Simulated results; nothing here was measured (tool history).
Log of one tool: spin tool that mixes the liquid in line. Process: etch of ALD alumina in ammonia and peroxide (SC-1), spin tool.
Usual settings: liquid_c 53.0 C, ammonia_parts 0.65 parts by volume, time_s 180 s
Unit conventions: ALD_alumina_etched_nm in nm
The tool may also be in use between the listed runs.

| run | hour | liquid_c | ammonia_parts | time_s | read-back film thickness of the ALD alumina reference wafer, read on the same gauge (nm) | ALD_alumina_etched_nm |
|---|---|---|---|---|---|---|
| 1 | 0.0 | 53.0 | 0.65 | 145 | 69.97 | 5.63 |
| 2 | 14.7 | 56.5 | 0.45 | 230 | 69.94 | 10.51 |
| 3 | 32.1 | 53.0 | 0.65 | 180 | 69.97 | 7.04 |
| 4 | 42.6 | 58.5 | 0.45 | 180 | 70.01 | 9.03 |
| 5 | 48.7 | 58.0 | 0.90 | 90 | 69.98 | 4.79 |
| 6 | 56.2 | 57.0 | 0.85 | 180 | 69.98 | 8.87 |
| 7 | 64.3 | 53.0 | 0.95 | 125 | 70.00 | 4.97 |
| 8 | 77.2 | 53.0 | 0.65 | 180 | 69.97 | 6.97 |
|  | 81.1 | heated supply line repaired, repeated, since the last time left the tool worse |
| 9 | 83.2 | 46.0 | 0.65 | 180 | 70.02 | 6.03 |
|  | 92.9 | thermometer replaced |
| 10 | 105.9 | 53.0 | 0.65 | 180 | 70.00 | 8.89 |
| 11 | 115.7 | 56.5 | 0.65 | 130 | 69.97 | 7.82 |
| 12 | 127.1 | 53.0 | 0.65 | 180 | 70.01 | 8.90 |
| 13 | 133.7 | 59.5 | 0.55 | 225 | 69.97 | 15.46 |
| 14 | 141.4 | 53.0 | 0.55 | 180 | 70.00 | 8.83 |
| 15 | 149.3 | 53.0 | 0.65 | 180 | 69.99 | 8.89 |
| 16 | 161.3 | 60.5 | 0.90 | 180 | 69.99 | 13.60 |
| 17 | 170.7 | 53.0 | 0.40 | 180 | 70.00 | 8.42 |
| 18 | 185.4 | 53.0 | 0.80 | 130 | 69.98 | 6.50 |
| 19 | 201.7 | 53.0 | 0.65 | 180 | 70.04 | 8.92 |
| 20 | 212.9 | 57.5 | 0.90 | 275 | 69.99 | 17.65 |
| 21 | 228.5 | 48.0 | 0.50 | 180 | 69.96 | 6.42 |
| 22 | 234.8 | 53.0 | 0.65 | 180 | 70.01 | 8.67 |
| 23 | 251.2 | 60.5 | 0.75 | 215 | 69.99 | 15.71 |
| 24 | 267.6 | 43.0 | 0.85 | 210 | 69.99 | 5.99 |
| 25 | 284.4 | 53.0 | 0.65 | 180 | 69.98 | 8.70 |
| 26 | 291.5 | 53.0 | 0.65 | 180 | 69.98 | 8.60 |

What was the tool's hidden state at every run in the log?
liquid colder than its thermometer reads (K): 0, the same for each run
ammonia flow below the setpoint (%): 0, the same for each run
ammonia solution weaker than its label (%): 0, the same for each run
gauge reads high (%): 0, the same for each run
H1: temperature lost on the way to the wafer (K)
| run | H1 |
|---|---|
| 1 | 4.39 |
| 2 | 4.44 |
| 3 | 4.5 |
| 4 | 4.53 |
| 5 | 4.55 |
| 6 | 4.58 |
| 7 | 4.6 |
| 8 | 4.64 |
| 9 | 0.0406 |
| 10 | 0.114 |
| 11 | 0.145 |
| 12 | 0.182 |
| 13 | 0.203 |
| 14 | 0.228 |
| 15 | 0.253 |
| 16 | 0.292 |
| 17 | 0.322 |
| 18 | 0.37 |
| 19 | 0.422 |
| 20 | 0.458 |
| 21 | 0.508 |
| 22 | 0.529 |
| 23 | 0.582 |
| 24 | 0.634 |
| 25 | 0.688 |
| 26 | 0.711 |

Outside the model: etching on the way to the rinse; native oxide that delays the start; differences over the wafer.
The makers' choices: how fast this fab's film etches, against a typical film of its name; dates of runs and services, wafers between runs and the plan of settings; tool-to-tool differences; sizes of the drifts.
